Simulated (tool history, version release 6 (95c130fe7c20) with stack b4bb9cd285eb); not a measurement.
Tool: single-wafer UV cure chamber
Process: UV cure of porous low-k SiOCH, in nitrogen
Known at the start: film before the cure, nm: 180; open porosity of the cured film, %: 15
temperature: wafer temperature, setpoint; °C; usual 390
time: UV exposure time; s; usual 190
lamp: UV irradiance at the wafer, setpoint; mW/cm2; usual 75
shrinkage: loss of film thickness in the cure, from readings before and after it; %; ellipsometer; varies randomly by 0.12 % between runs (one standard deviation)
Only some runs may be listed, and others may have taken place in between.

run 1 hour=0.0 | temperature=390 time=190 lamp=75 | shrinkage=8.551
run 2 hour=107.3 | temperature=390 time=190 lamp=75 | shrinkage=8.544
run 3 hour=183.9 | temperature=390 time=190 lamp=75 | shrinkage=8.767
run 4 hour=225.6 | temperature=390 time=190 lamp=75 | shrinkage=8.730
-- hour=319.4 quartz window cleaned
run 5 hour=319.9 | temperature=390 time=235 lamp=75 | shrinkage=9.484
run 6 hour=385.8 | temperature=390 time=190 lamp=75 | shrinkage=8.537
run 7 hour=479.3 | temperature=390 time=190 lamp=75 | shrinkage=8.532
run 8 hour=518.4 | temperature=390 time=190 lamp=87 | shrinkage=9.265
run 9 hour=615.0 | temperature=390 time=190 lamp=75 | shrinkage=8.437
run 10 hour=710.5 | temperature=390 time=190 lamp=75 | shrinkage=8.649
-- hour=750.3 quartz window cleaned
run 11 hour=801.7 | temperature=390 time=190 lamp=75 | shrinkage=8.658
run 12 hour=838.8 | temperature=390 time=190 lamp=75 | shrinkage=8.461
run 13 hour=917.8 | temperature=390 time=190 lamp=75 | shrinkage=8.694
-- hour=966.4 UV bulbs replaced
run 14 hour=975.9 | temperature=390 time=190 lamp=64 | shrinkage=8.096
run 15 hour=1012.5 | temperature=397 time=135 lamp=102 | shrinkage=8.669
run 16 hour=1100.5 | temperature=370 time=190 lamp=75 | shrinkage=8.314
-- hour=1133.7 quartz window cleaned
run 17 hour=1158.0 | temperature=406 time=190 lamp=75 | shrinkage=8.824

Expected results for the next run?
run 18 hour=1244.9 | temperature=401 time=135 lamp=75 | shrinkage=?

{"run 18": {"shrinkage": 7.588}}
With no hidden state in the tool, this same run would have given shrinkage 7.588 %.
